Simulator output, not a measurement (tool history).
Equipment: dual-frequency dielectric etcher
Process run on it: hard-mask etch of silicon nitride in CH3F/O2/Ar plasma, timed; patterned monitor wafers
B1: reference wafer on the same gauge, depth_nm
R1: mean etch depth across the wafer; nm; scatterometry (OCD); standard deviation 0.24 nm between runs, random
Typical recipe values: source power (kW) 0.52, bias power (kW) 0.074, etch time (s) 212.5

{"run": 1, "hour": 0.0, "source power (kW)": 0.52, "bias power (kW)": 0.074, "etch time (s)": 212.5, "B1": 136, "R1": 160.8}
{"run": 2, "hour": 17.0, "source power (kW)": 0.52, "bias power (kW)": 0.074, "etch time (s)": 212.5, "B1": 136, "R1": 160.8}
{"run": 3, "hour": 25.1, "source power (kW)": 0.52, "bias power (kW)": 0.074, "etch time (s)": 212.5, "B1": 136, "R1": 160.9}
{"run": 4, "hour": 32.7, "source power (kW)": 0.52, "bias power (kW)": 0.065, "etch time (s)": 212.5, "B1": 136.1, "R1": 152.2}
{"run": 5, "hour": 39.3, "source power (kW)": 0.52, "bias power (kW)": 0.074, "etch time (s)": 236.5, "B1": 136, "R1": 178.6}
{"run": 6, "hour": 50.6, "source power (kW)": 0.52, "bias power (kW)": 0.074, "etch time (s)": 236.5, "B1": 136, "R1": 179}
{"run": 7, "hour": 91.6, "source power (kW)": 0.52, "bias power (kW)": 0.074, "etch time (s)": 212.5, "B1": 136.1, "R1": 160.9}
{"run": 8, "hour": 102.1, "source power (kW)": 0.52, "bias power (kW)": 0.074, "etch time (s)": 212.5, "B1": 135.9, "R1": 160.5}
{"run": 9, "hour": 152.3, "source power (kW)": 0.52, "bias power (kW)": 0.074, "etch time (s)": 212.5, "B1": 136.1, "R1": 160.3}
{"run": 10, "hour": 164.7, "source power (kW)": 0.52, "bias power (kW)": 0.074, "etch time (s)": 212.5, "B1": 136, "R1": 159.8}
{"run": 11, "hour": 174.8, "source power (kW)": 0.52, "bias power (kW)": 0.074, "etch time (s)": 212.5, "B1": 135.9, "R1": 160.4}
{"hour": 180.1, "done": "bias power generator calibrated"}
{"run": 12, "hour": 190.7, "source power (kW)": 0.52, "bias power (kW)": 0.074, "etch time (s)": 165.5, "B1": 136, "R1": 124.7}
{"hour": 230.6, "done": "upper electrode replaced"}
{"run": 13, "hour": 231.1, "source power (kW)": 0.52, "bias power (kW)": 0.074, "etch time (s)": 165.5, "B1": 136, "R1": 124.2}
{"run": 14, "hour": 231.5, "source power (kW)": 0.52, "bias power (kW)": 0.074, "etch time (s)": 169, "B1": 136, "R1": 127}
{"hour": 255.5, "done": "wet clean of the chamber"}
{"run": 15, "hour": 256.0, "source power (kW)": 0.52, "bias power (kW)": 0.074, "etch time (s)": 212.5, "B1": 136, "R1": 161.8}
{"hour": 256.3, "done": "gauge calibrated"}
{"run": 16, "hour": 256.4, "source power (kW)": 0.52, "bias power (kW)": 0.074, "etch time (s)": 156, "B1": 136, "R1": 118.5}
{"run": 17, "hour": 256.8, "source power (kW)": 0.58, "bias power (kW)": 0.061, "etch time (s)": 230, "B1": 135.9, "R1": 165.4}
{"run": 18, "hour": 262.1, "source power (kW)": 0.52, "bias power (kW)": 0.074, "etch time (s)": 212.5, "B1": 135.9, "R1": 161.5}
{"run": 19, "hour": 271.1, "source power (kW)": 0.62, "bias power (kW)": 0.074, "etch time (s)": 160.5, "B1": 136, "R1": 126.9}
{"hour": 286.7, "done": "source power generator calibrated"}
{"run": 20, "hour": 288.0, "source power (kW)": 0.52, "bias power (kW)": 0.074, "etch time (s)": 212.5, "B1": 136.1, "R1": 161.2}
{"run": 21, "hour": 301.2, "source power (kW)": 0.58, "bias power (kW)": 0.089, "etch time (s)": 156.5, "B1": 136, "R1": 131.5}
{"run": 22, "hour": 318.3, "source power (kW)": 0.52, "bias power (kW)": 0.068, "etch time (s)": 263.5, "B1": 136, "R1": 192.7}
{"run": 23, "hour": 333.3, "source power (kW)": 0.46, "bias power (kW)": 0.066, "etch time (s)": 212.5, "B1": 136, "R1": 150}
{"run": 24, "hour": 343.9, "source power (kW)": 0.63, "bias power (kW)": 0.074, "etch time (s)": 212.5, "B1": 136.1, "R1": 168.3}
{"run": 25, "hour": 392.2, "source power (kW)": 0.63, "bias power (kW)": 0.074, "etch time (s)": 212.5, "B1": 136, "R1": 167.3}
{"run": 26, "hour": 405.1, "source power (kW)": 0.52, "bias power (kW)": 0.085, "etch time (s)": 241.5, "B1": 136, "R1": 193.3}
{"run": 27, "hour": 421.2, "source power (kW)": 0.46, "bias power (kW)": 0.063, "etch time (s)": 251.5, "B1": 136, "R1": 173.3}

State the hidden condition of the tool at each of the runs:
source power that arrives over what is set, %: 0, the same for each run
bias power that arrives over what is set, %: 0, the same for each run
gauge reads high (%): 0, the same for each run
H1: etch rate over this chamber's usual, %
run=1 H1=-0.254
run=2 H1=-0.293
run=3 H1=-0.312
run=4 H1=-0.33
run=5 H1=-0.345
run=6 H1=-0.372
run=7 H1=-0.468
run=8 H1=-0.492
run=9 H1=-0.61
run=10 H1=-0.639
run=11 H1=-0.662
run=12 H1=-0.699
run=13 H1=-0.794
run=14 H1=-0.795
run=15 H1=0.113
run=16 H1=0.112
run=17 H1=0.111
run=18 H1=0.0988
run=19 H1=0.0778
run=20 H1=0.0383
run=21 H1=0.00746
run=22 H1=-0.0325
run=23 H1=-0.0676
run=24 H1=-0.0923
run=25 H1=-0.205
run=26 H1=-0.235
run=27 H1=-0.273
